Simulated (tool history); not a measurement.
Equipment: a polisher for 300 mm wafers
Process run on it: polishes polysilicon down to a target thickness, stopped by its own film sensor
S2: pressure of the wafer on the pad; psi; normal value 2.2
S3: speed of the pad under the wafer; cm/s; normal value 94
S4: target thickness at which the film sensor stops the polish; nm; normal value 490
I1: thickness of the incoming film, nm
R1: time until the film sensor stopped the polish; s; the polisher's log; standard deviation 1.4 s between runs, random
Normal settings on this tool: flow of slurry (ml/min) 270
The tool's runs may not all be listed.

Run 1, day 0.000: usual settings; I1 944.3. Result: R1 98.2 s.
Run 2, day 1.254: usual settings; I1 921.0. Result: R1 92.4 s.
Run 3, day 2.054: usual settings but S2 2.4 psi; I1 930.3. Result: R1 87.4 s.
At day 3.067: worn pad replaced by a new one.
Run 4, day 3.088: usual settings but S2 2.4 psi; I1 927.3. Result: R1 90.1 s.
Run 5, day 3.829: usual settings; I1 935.3. Result: R1 98.4 s.
Run 6, day 4.550: usual settings; I1 934.4. Result: R1 94.8 s.
At day 4.679: head pressure recalibrated.
Run 7, day 5.142: usual settings; I1 931.7. Result: R1 96.6 s.
Run 8, day 5.788: usual settings; I1 929.1. Result: R1 95.3 s.
Run 9, day 7.117: usual settings but flow of slurry (ml/min) 235; I1 937.7. Result: R1 100.2 s.
Run 10, day 7.650: usual settings but flow of slurry (ml/min) 235; I1 941.2. Result: R1 103.7 s.
Run 11, day 8.542: usual settings but flow of slurry (ml/min) 235; I1 949.6. Result: R1 103.2 s.
At day 9.146: worn pad replaced by a new one.
Run 12, day 9.417: usual settings; I1 929.2. Result: R1 97.7 s.
Run 13, day 10.679: usual settings; I1 926.8. Result: R1 94.9 s.
At day 11.854: slurry nozzle cleaned.
Run 14, day 11.871: usual settings but flow of slurry (ml/min) 220; I1 944.2. Result: R1 92.8 s.
At day 15.150: worn pad replaced by a new one.
Run 15, day 15.929: usual settings but S3 66 cm/s; I1 941.8. Result: R1 135.6 s.
Run 16, day 16.871: usual settings but flow of slurry (ml/min) 185, S2 2.4 psi, S3 80 cm/s, S4 591 nm; I1 932.0. Result: R1 81.6 s.
Run 17, day 17.617: usual settings but S3 76 cm/s; I1 934.8. Result: R1 117.3 s.
Run 18, day 18.796: usual settings but flow of slurry (ml/min) 310, S2 1.6 psi, S3 122 cm/s, S4 363 nm; I1 927.9. Result: R1 113.4 s.
At day 20.875: head pressure recalibrated.
At day 21.179: worn pad replaced by a new one.
Run 19, day 22.621: usual settings; I1 929.3. Result: R1 93.9 s.
Run 20, day 25.358: usual settings but S2 2.8 psi, S3 78 cm/s; I1 934.7. Result: R1 96.2 s.

Expected results for the next run?
Run 21, day 26.392: usual settings but S2 2.4 psi; I1 934.5. Result: R1 ?.

R1: 91.3 s
Minus the tool's unlogged condition, the same run would have read R1 84.1 s.
